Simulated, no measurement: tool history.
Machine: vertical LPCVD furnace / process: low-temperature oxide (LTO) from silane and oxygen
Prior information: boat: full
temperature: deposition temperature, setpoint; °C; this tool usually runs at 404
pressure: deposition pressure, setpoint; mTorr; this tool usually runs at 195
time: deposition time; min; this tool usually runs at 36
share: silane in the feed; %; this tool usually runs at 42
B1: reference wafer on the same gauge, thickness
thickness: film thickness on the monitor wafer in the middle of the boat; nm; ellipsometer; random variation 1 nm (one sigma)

run 1 hour=0 | temperature=404 pressure=180 time=42.5 share=42 | B1=321.85 | thickness=333.55
run 2 hour=98.9 | temperature=404 pressure=195 time=36 share=42 | B1=322.08 | thickness=307.43
run 3 hour=148.7 | temperature=404 pressure=165 time=36 share=42 | B1=322.11 | thickness=259.24
run 4 hour=419.5 | temperature=404 pressure=165 time=36 share=42 | B1=322.07 | thickness=259.88
run 5 hour=508.7 | temperature=404 pressure=195 time=36 share=42 | B1=321.97 | thickness=303
run 6 hour=570.8 | temperature=400 pressure=230 time=36 share=42 | B1=322.1 | thickness=347.81
run 7 hour=617.9 | temperature=400 pressure=230 time=36 share=42 | B1=321.83 | thickness=344.3
run 8 hour=659.3 | temperature=400 pressure=230 time=36 share=42 | B1=322.32 | thickness=347.88
run 9 hour=785.7 | temperature=404 pressure=195 time=36 share=40 | B1=322.16 | thickness=288.91
run 10 hour=839.5 | temperature=404 pressure=195 time=36 share=40 | B1=321.79 | thickness=289.42
run 11 hour=937.7 | temperature=404 pressure=195 time=44.5 share=42 | B1=321.75 | thickness=381.57
-- hour=1006.4 thermocouples replaced and temperature profile calibrated
run 12 hour=1006.9 | temperature=404 pressure=225 time=36 share=40 | B1=321.96 | thickness=323.11
run 13 hour=1028.2 | temperature=415 pressure=195 time=36 share=42 | B1=321.88 | thickness=330.67
-- hour=1056.5 pressure gauge zeroed
-- hour=1071.1 silane flow controller replaced
-- hour=1165 gauge calibrated
run 14 hour=1309.6 | temperature=404 pressure=195 time=48.5 share=42 | B1=321.84 | thickness=401.63
run 15 hour=1386.8 | temperature=404 pressure=195 time=36 share=42 | B1=321.99 | thickness=301.4
run 16 hour=1480 | temperature=404 pressure=195 time=36 share=42 | B1=322.07 | thickness=298.76
run 17 hour=1559.1 | temperature=415 pressure=170 time=31 share=42 | B1=321.96 | thickness=252.67
run 18 hour=1634.9 | temperature=404 pressure=195 time=36 share=42 | B1=321.93 | thickness=301.68
run 19 hour=1703.7 | temperature=404 pressure=155 time=36 share=42 | B1=321.66 | thickness=241.62
run 20 hour=1799.4 | temperature=408 pressure=225 time=36 share=47 | B1=321.82 | thickness=408.17
run 21 hour=1843.3 | temperature=408 pressure=230 time=50 share=38 | B1=322.43 | thickness=461.63
run 22 hour=1888 | temperature=396 pressure=195 time=43.5 share=39 | B1=322.05 | thickness=309.14
run 23 hour=2082 | temperature=399 pressure=195 time=50.5 share=39 | B1=322.13 | thickness=370.18
run 24 hour=2163.1 | temperature=404 pressure=195 time=36 share=42 | B1=321.74 | thickness=302.36

What if the next run were any one of these 3? Each begins from the tool's condition after run 24:
run A hour=2168.4 | temperature=404 pressure=195 time=36 share=42 | B1=? | thickness=?
run B hour=2168.4 | temperature=404 pressure=215 time=30.5 share=36 | B1=? | thickness=?
run C hour=2168.4 | temperature=398 pressure=195 time=36 share=39 | B1=? | thickness=?

run=A B1=322.18 thickness=305.6
run=B B1=322.18 thickness=237.39
run=C B1=322.18 thickness=262.89
Without the tool's hidden state the same runs would have given:
run=A thickness=293.52
run=B thickness=227.57
run=C thickness=252.01
